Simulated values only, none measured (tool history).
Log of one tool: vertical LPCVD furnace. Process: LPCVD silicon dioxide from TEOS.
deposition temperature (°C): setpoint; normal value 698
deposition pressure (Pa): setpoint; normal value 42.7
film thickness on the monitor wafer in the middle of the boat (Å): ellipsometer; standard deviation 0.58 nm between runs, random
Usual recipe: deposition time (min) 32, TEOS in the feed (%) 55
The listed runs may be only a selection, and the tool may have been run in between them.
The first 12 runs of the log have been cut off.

| run | hour | deposition temperature (°C) | deposition pressure (Pa) | deposition time (min) | TEOS in the feed (%) | read-back reference wafer on the same gauge, thickness | film thickness on the monitor wafer in the middle of the boat (Å) |
|---|---|---|---|---|---|---|---|
| 13 | 1163.2 | 705 | 42.7 | 32 | 55 | 187.98 | 2319.9 |
| 14 | 1270 | 698 | 42.7 | 36 | 48 | 188.04 | 2090 |
| 15 | 1370 | 698 | 42.7 | 36 | 48 | 188.01 | 2075.1 |
| 16 | 1408.8 | 698 | 42.7 | 36 | 48 | 188.03 | 2080.7 |
| 17 | 1473.1 | 698 | 33.3 | 32 | 45 | 188.05 | 1574.8 |
| 18 | 1527.5 | 692 | 42.7 | 32 | 60 | 188.01 | 1792.2 |
| 19 | 1563.6 | 707 | 52.7 | 32 | 55 | 187.97 | 2708.6 |
|  | 1623.4 | pressure gauge zeroed |
| 20 | 1641.4 | 698 | 42.7 | 39.5 | 55 | 187.97 | 2436.1 |
| 21 | 1735.9 | 690 | 50.7 | 32 | 47 | 188.1 | 1654.7 |
| 22 | 1810.9 | 709 | 37.3 | 41 | 50 | 187.97 | 2913.4 |
|  | 1853.5 | TEOS flow controller replaced |
| 23 | 1867.5 | 698 | 42.7 | 32 | 55 | 187.94 | 1981.5 |
| 24 | 1947.6 | 692 | 42.7 | 32 | 62 | 187.98 | 1818.8 |
| 25 | 2022.4 | 706 | 38.7 | 24 | 55 | 187.95 | 1696.2 |
| 26 | 2082.6 | 698 | 42.7 | 22 | 55 | 187.86 | 1356.9 |
| 27 | 2168.8 | 698 | 42.7 | 32 | 55 | 188 | 1986 |
| 28 | 2257.3 | 707 | 42.7 | 32 | 61 | 187.83 | 2573.2 |
| 29 | 2308.6 | 698 | 46 | 32 | 60 | 187.8 | 2145.8 |
| 30 | 2383.2 | 698 | 42.7 | 32 | 55 | 187.93 | 1974 |
| 31 | 2450.3 | 698 | 42.7 | 38 | 63 | 188.08 | 2519.3 |
| 32 | 2490.3 | 710 | 51.3 | 40 | 61 | 188.01 | 3755.2 |

Forecast each of these 3 alternatives for the next run:
| A | 2495.2 | 698 | 52 | 32 | 55 | ? | ? |
| B | 2495.2 | 692 | 47.3 | 43.5 | 49 | ? | ? |
| C | 2495.2 | 705 | 42.7 | 44 | 55 | ? | ? |

| run | read-back reference wafer on the same gauge, thickness | film thickness on the monitor wafer in the middle of the boat (Å) |
|---|---|---|
| A | 188 | 2186.1 |
| B | 188 | 2324.1 |
| C | 188 | 3202.6 |
What these runs would have given with no unlogged condition in the tool:
| run | film thickness on the monitor wafer in the middle of the boat (Å) |
|---|---|
| A | 2186.1 |
| B | 2324.1 |
| C | 3202.6 |

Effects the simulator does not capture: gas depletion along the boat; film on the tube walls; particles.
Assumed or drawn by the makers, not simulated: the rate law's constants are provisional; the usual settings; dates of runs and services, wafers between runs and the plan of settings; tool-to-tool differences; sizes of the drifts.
